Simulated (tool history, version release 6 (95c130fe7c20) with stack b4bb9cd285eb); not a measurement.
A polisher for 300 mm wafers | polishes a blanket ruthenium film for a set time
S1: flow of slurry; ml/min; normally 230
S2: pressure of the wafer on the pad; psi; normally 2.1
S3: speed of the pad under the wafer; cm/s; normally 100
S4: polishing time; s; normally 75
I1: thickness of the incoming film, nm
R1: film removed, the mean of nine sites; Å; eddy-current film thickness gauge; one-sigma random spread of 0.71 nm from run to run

run,hour,S1,S2,S3,S4,I1,R1
1,0.0,230,2.1,100,75,375.9,793
# hour 65.8: worn pad replaced by a new one
2,66.3,230,2.1,100,75,382.3,800
3,100.8,230,2.1,100,75,383.6,819
4,206.1,230,2.1,100,75,383.5,852
5,263.4,190,2.1,100,95,378.3,1024
# hour 282.7: head pressure recalibrated
# hour 288.3: worn pad replaced by a new one
6,328.7,190,2.1,100,95,377.1,954
7,367.9,230,2.4,124,75,376.9,1113
8,422.6,230,2.4,124,75,385.1,1132
9,480.2,230,2.4,124,75,374.5,1123
# hour 543.2: worn pad replaced by a new one
# hour 550.1: slurry nozzle cleaned
10,557.8,230,2.1,100,75,379.5,866
# hour 616.5: head pressure recalibrated
11,632.0,195,1.8,100,91,387.9,782
12,696.9,230,2.1,100,75,375.8,790
# hour 746.7: worn pad replaced by a new one
13,785.5,230,1.9,100,75,378.8,732
14,828.9,180,1.9,72,88,375.3,602
# hour 927.6: head pressure recalibrated
15,928.1,230,2.6,126,75,377.3,1219
# hour 952.8: worn pad replaced by a new one
16,1008.4,155,2.8,74,100,380.1,1004
17,1107.0,230,2.1,76,75,380.0,623
18,1148.2,195,2.1,100,75,381.4,820

What if the next run were any one of these 5? Each begins from the tool's condition after run 18:
A,1148.6,230,2.1,100,50,382.9,?
B,1148.6,205,1.6,78,58,382.9,?
C,1148.6,230,1.5,100,51,382.9,?
D,1148.6,230,2.1,88,88,382.9,?
E,1148.6,195,1.9,100,62,382.9,?

run,R1
A,548
B,371
C,399
D,848
E,600
The same runs, with their run-to-run variation unchanged, on a tool lacking any hidden condition would have given:
run,R1
A,525
B,358
C,383
D,814
E,578

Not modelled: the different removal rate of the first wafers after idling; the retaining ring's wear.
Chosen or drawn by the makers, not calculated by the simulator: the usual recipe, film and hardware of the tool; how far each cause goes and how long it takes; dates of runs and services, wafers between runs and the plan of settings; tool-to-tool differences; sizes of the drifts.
